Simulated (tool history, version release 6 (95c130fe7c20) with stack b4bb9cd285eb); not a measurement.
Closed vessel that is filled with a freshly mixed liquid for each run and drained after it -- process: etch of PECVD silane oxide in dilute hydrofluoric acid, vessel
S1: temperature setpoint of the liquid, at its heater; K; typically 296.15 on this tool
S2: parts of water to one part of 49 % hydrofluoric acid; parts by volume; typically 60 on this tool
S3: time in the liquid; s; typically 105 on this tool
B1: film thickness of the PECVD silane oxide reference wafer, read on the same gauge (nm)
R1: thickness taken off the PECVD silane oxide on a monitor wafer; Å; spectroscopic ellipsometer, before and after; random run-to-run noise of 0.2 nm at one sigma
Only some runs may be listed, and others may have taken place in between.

| run | day | S1 | S2 | S3 | B1 | R1 |
|---|---|---|---|---|---|---|
| 1 | 0.000 | 299.65 | 60 | 105 | 109.11 | 673.1 |
| 2 | 7.725 | 299.65 | 60 | 105 | 108.92 | 673.5 |
| 3 | 10.421 | 297.65 | 60 | 105 | 108.89 | 615.2 |
| 4 | 12.496 | 296.15 | 35 | 105 | 108.81 | 1029.2 |
| 5 | 14.967 | 296.15 | 60 | 145 | 108.75 | 804.3 |
|  | 16.271 | hydrofluoric acid flow meter replaced |
| 6 | 17.842 | 296.15 | 60 | 145 | 108.69 | 802.0 |
| 7 | 18.942 | 296.15 | 60 | 145 | 108.68 | 805.4 |
| 8 | 20.100 | 296.15 | 50 | 105 | 108.67 | 702.8 |
| 9 | 22.817 | 296.15 | 50 | 105 | 108.59 | 703.3 |
| 10 | 24.792 | 296.15 | 60 | 60 | 108.51 | 330.9 |
| 11 | 25.800 | 296.15 | 60 | 60 | 108.51 | 330.6 |
| 12 | 27.346 | 296.15 | 60 | 60 | 108.49 | 331.9 |
|  | 28.721 | thermometer replaced |
| 13 | 29.125 | 296.15 | 60 | 75 | 108.44 | 411.3 |
| 14 | 30.946 | 296.15 | 60 | 75 | 108.38 | 411.7 |
| 15 | 32.888 | 296.15 | 60 | 75 | 108.33 | 411.4 |
| 16 | 33.929 | 296.15 | 40 | 105 | 108.32 | 884.7 |
|  | 34.358 | gauge calibrated |
| 17 | 36.404 | 296.15 | 45 | 105 | 109.94 | 792.2 |
| 18 | 44.679 | 296.15 | 75 | 105 | 109.74 | 460.6 |
|  | 45.738 | hydrofluoric acid flow meter replaced |
| 19 | 47.592 | 293.15 | 60 | 105 | 109.69 | 512.5 |
| 20 | 49.004 | 296.15 | 60 | 105 | 109.66 | 584.1 |

What will run 21 give?
| 21 | 51.558 | 296.15 | 70 | 170 | ? | ? |

Logged for run 21: B1 109.58, R1 802.1 Å.
Had the tool carried no hidden state, the very same run would have given R1 805.1 Å.
